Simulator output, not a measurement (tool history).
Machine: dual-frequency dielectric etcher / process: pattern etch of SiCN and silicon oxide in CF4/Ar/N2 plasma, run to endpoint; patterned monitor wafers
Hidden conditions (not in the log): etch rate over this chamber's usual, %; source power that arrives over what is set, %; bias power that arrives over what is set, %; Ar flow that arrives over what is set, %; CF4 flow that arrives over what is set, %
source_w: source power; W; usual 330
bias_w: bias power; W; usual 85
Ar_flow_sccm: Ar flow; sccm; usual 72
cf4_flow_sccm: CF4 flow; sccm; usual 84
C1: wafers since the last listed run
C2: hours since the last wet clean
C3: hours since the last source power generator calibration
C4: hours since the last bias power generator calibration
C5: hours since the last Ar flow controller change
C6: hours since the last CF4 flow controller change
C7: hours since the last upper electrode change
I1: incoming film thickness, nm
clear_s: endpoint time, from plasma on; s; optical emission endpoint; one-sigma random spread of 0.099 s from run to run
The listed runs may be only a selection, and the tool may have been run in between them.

{"run": 1, "day": 0.0, "source_w": 330, "bias_w": 85, "Ar_flow_sccm": 72, "cf4_flow_sccm": 84, "C1": 0, "C2": 228, "C3": 1814.7, "C4": 3530.6, "C5": 5739.5, "C6": 2872.1, "C7": 4448, "I1": 13.47, "clear_s": 18.3}
{"run": 2, "day": 5.196, "source_w": 330, "bias_w": 85, "Ar_flow_sccm": 72, "cf4_flow_sccm": 84, "C1": 1458, "C2": 352.7, "C3": 1939.4, "C4": 3655.3, "C5": 5864.2, "C6": 2996.8, "C7": 4572.7, "I1": 13.58, "clear_s": 18.6}
{"run": 3, "day": 7.421, "source_w": 330, "bias_w": 85, "Ar_flow_sccm": 72, "cf4_flow_sccm": 84, "C1": 624, "C2": 406.1, "C3": 1992.8, "C4": 3708.7, "C5": 5917.6, "C6": 3050.2, "C7": 4626.1, "I1": 13.51, "clear_s": 18.9}
{"day": 9.212, "done": "wet clean of the chamber"}
{"run": 4, "day": 11.779, "source_w": 330, "bias_w": 85, "Ar_flow_sccm": 72, "cf4_flow_sccm": 84, "C1": 942, "C2": 61.6, "C3": 2097.4, "C4": 3813.3, "C5": 6022.2, "C6": 3154.8, "C7": 4730.7, "I1": 13.54, "clear_s": 18.1}
{"day": 12.721, "done": "CF4 flow controller replaced"}
{"run": 5, "day": 16.275, "source_w": 330, "bias_w": 85, "Ar_flow_sccm": 72, "cf4_flow_sccm": 84, "C1": 1192, "C2": 169.5, "C3": 2205.3, "C4": 3921.2, "C5": 6130.1, "C6": 85.3, "C7": 4838.6, "I1": 13.45, "clear_s": 18.2}
{"run": 6, "day": 20.296, "source_w": 330, "bias_w": 85, "Ar_flow_sccm": 60, "cf4_flow_sccm": 84, "C1": 1128, "C2": 266, "C3": 2301.8, "C4": 4017.7, "C5": 6226.6, "C6": 181.8, "C7": 4935.1, "I1": 13.51, "clear_s": 18.4}
{"run": 7, "day": 22.288, "source_w": 330, "bias_w": 85, "Ar_flow_sccm": 60, "cf4_flow_sccm": 84, "C1": 559, "C2": 313.8, "C3": 2349.6, "C4": 4065.5, "C5": 6274.4, "C6": 229.6, "C7": 4982.9, "I1": 13.59, "clear_s": 18.5}
{"day": 25.929, "done": "Ar flow controller replaced"}
{"run": 8, "day": 26.104, "source_w": 330, "bias_w": 85, "Ar_flow_sccm": 72, "cf4_flow_sccm": 84, "C1": 1001, "C2": 405.4, "C3": 2441.2, "C4": 4157.1, "C5": 4.2, "C6": 321.2, "C7": 5074.5, "I1": 13.53, "clear_s": 18.9}
{"day": 28.325, "done": "upper electrode replaced"}
{"run": 9, "day": 29.8, "source_w": 330, "bias_w": 85, "Ar_flow_sccm": 72, "cf4_flow_sccm": 84, "C1": 756, "C2": 494.1, "C3": 2529.9, "C4": 4245.8, "C5": 92.9, "C6": 409.9, "C7": 35.4, "I1": 13.56, "clear_s": 19.1}
{"day": 33.362, "done": "wet clean of the chamber"}
{"run": 10, "day": 33.383, "source_w": 330, "bias_w": 94, "Ar_flow_sccm": 67, "cf4_flow_sccm": 84, "C1": 725, "C2": 0.5, "C3": 2615.9, "C4": 4331.8, "C5": 178.9, "C6": 495.9, "C7": 121.4, "I1": 13.62, "clear_s": 17.5}
{"day": 35.721, "done": "bias power generator calibrated"}
{"run": 11, "day": 36.946, "source_w": 330, "bias_w": 85, "Ar_flow_sccm": 72, "cf4_flow_sccm": 84, "C1": 953, "C2": 86, "C3": 2701.4, "C4": 29.4, "C5": 264.4, "C6": 581.4, "C7": 206.9, "I1": 13.43, "clear_s": 17.8}
{"run": 12, "day": 38.733, "source_w": 330, "bias_w": 85, "Ar_flow_sccm": 72, "cf4_flow_sccm": 84, "C1": 501, "C2": 128.9, "C3": 2744.3, "C4": 72.3, "C5": 307.3, "C6": 624.3, "C7": 249.8, "I1": 13.43, "clear_s": 18}
{"run": 13, "day": 41.167, "source_w": 330, "bias_w": 85, "Ar_flow_sccm": 72, "cf4_flow_sccm": 84, "C1": 683, "C2": 187.3, "C3": 2802.7, "C4": 130.7, "C5": 365.7, "C6": 682.7, "C7": 308.2, "I1": 13.45, "clear_s": 18.3}
{"run": 14, "day": 43.292, "source_w": 330, "bias_w": 85, "Ar_flow_sccm": 72, "cf4_flow_sccm": 84, "C1": 596, "C2": 238.3, "C3": 2853.7, "C4": 181.7, "C5": 416.7, "C6": 733.7, "C7": 359.2, "I1": 13.51, "clear_s": 18.5}
{"run": 15, "day": 45.829, "source_w": 330, "bias_w": 85, "Ar_flow_sccm": 72, "cf4_flow_sccm": 97, "C1": 712, "C2": 299.2, "C3": 2914.6, "C4": 242.6, "C5": 477.6, "C6": 794.6, "C7": 420.1, "I1": 13.52, "clear_s": 18.2}
{"run": 16, "day": 47.342, "source_w": 260, "bias_w": 85, "Ar_flow_sccm": 72, "cf4_flow_sccm": 104, "C1": 424, "C2": 335.5, "C3": 2950.9, "C4": 278.9, "C5": 513.9, "C6": 830.9, "C7": 456.4, "I1": 13.45, "clear_s": 22.5}
{"run": 17, "day": 49.521, "source_w": 330, "bias_w": 101, "Ar_flow_sccm": 58, "cf4_flow_sccm": 84, "C1": 611, "C2": 387.8, "C3": 3003.2, "C4": 331.2, "C5": 566.2, "C6": 883.2, "C7": 508.7, "I1": 13.68, "clear_s": 17.7}
{"day": 51.229, "done": "source power generator calibrated"}
{"run": 18, "day": 51.662, "source_w": 390, "bias_w": 92, "Ar_flow_sccm": 72, "cf4_flow_sccm": 96, "C1": 554, "C2": 439.2, "C3": 10.4, "C4": 382.6, "C5": 617.6, "C6": 934.6, "C7": 560.1, "I1": 13.49, "clear_s": 15.5}
{"day": 54.121, "done": "wet clean of the chamber"}
{"run": 19, "day": 56.15, "source_w": 330, "bias_w": 85, "Ar_flow_sccm": 72, "cf4_flow_sccm": 84, "C1": 979, "C2": 48.7, "C3": 118.1, "C4": 490.3, "C5": 725.3, "C6": 1042.3, "C7": 667.8, "I1": 13.49, "clear_s": 17.9}
{"run": 20, "day": 60.542, "source_w": 330, "bias_w": 85, "Ar_flow_sccm": 60, "cf4_flow_sccm": 75, "C1": 1233, "C2": 154.1, "C3": 223.5, "C4": 595.7, "C5": 830.7, "C6": 1147.7, "C7": 773.2, "I1": 13.48, "clear_s": 17.9}
{"run": 21, "day": 63.929, "source_w": 250, "bias_w": 99, "Ar_flow_sccm": 72, "cf4_flow_sccm": 76, "C1": 951, "C2": 235.4, "C3": 304.8, "C4": 677, "C5": 912, "C6": 1229, "C7": 854.5, "I1": 13.4, "clear_s": 23.1}
{"run": 22, "day": 67.596, "source_w": 330, "bias_w": 85, "Ar_flow_sccm": 72, "cf4_flow_sccm": 73, "C1": 1029, "C2": 323.4, "C3": 392.8, "C4": 765, "C5": 1000, "C6": 1317, "C7": 942.5, "I1": 13.63, "clear_s": 18.9}
{"run": 23, "day": 69.9, "source_w": 370, "bias_w": 102, "Ar_flow_sccm": 90, "cf4_flow_sccm": 74, "C1": 646, "C2": 378.7, "C3": 448.1, "C4": 820.3, "C5": 1055.3, "C6": 1372.3, "C7": 997.8, "I1": 13.5, "clear_s": 16.5}
{"day": 73.179, "done": "wet clean of the chamber"}
{"run": 24, "day": 73.2, "source_w": 370, "bias_w": 100, "Ar_flow_sccm": 77, "cf4_flow_sccm": 70, "C1": 645, "C2": 0.5, "C3": 527.3, "C4": 899.5, "C5": 1134.5, "C6": 1451.5, "C7": 1077, "I1": 13.45, "clear_s": 15.9}

Below are 4 alternative next runs, each starting from the tool's condition after run 24. Predict each:
{"run": "A", "day": 73.217, "source_w": 280, "bias_w": 85, "Ar_flow_sccm": 72, "cf4_flow_sccm": 84, "C1": 4, "C2": 0.9, "C3": 527.7, "C4": 899.9, "C5": 1134.9, "C6": 1451.9, "C7": 1077.4, "I1": 13.47, "clear_s": "?"}
{"run": "B", "day": 73.217, "source_w": 360, "bias_w": 101, "Ar_flow_sccm": 58, "cf4_flow_sccm": 72, "C1": 4, "C2": 0.9, "C3": 527.7, "C4": 899.9, "C5": 1134.9, "C6": 1451.9, "C7": 1077.4, "I1": 13.47, "clear_s": "?"}
{"run": "C", "day": 73.217, "source_w": 400, "bias_w": 85, "Ar_flow_sccm": 72, "cf4_flow_sccm": 70, "C1": 4, "C2": 0.9, "C3": 527.7, "C4": 899.9, "C5": 1134.9, "C6": 1451.9, "C7": 1077.4, "I1": 13.47, "clear_s": "?"}
{"run": "D", "day": 73.217, "source_w": 350, "bias_w": 75, "Ar_flow_sccm": 67, "cf4_flow_sccm": 63, "C1": 4, "C2": 0.9, "C3": 527.7, "C4": 899.9, "C5": 1134.9, "C6": 1451.9, "C7": 1077.4, "I1": 13.47, "clear_s": "?"}

run=A clear_s=21
run=B clear_s=15.8
run=C clear_s=15.3
run=D clear_s=17.9
Stripped of hidden state, with their random variation kept, the same runs would have yielded:
run=A clear_s=20.9
run=B clear_s=15.7
run=C clear_s=15.2
run=D clear_s=17.8

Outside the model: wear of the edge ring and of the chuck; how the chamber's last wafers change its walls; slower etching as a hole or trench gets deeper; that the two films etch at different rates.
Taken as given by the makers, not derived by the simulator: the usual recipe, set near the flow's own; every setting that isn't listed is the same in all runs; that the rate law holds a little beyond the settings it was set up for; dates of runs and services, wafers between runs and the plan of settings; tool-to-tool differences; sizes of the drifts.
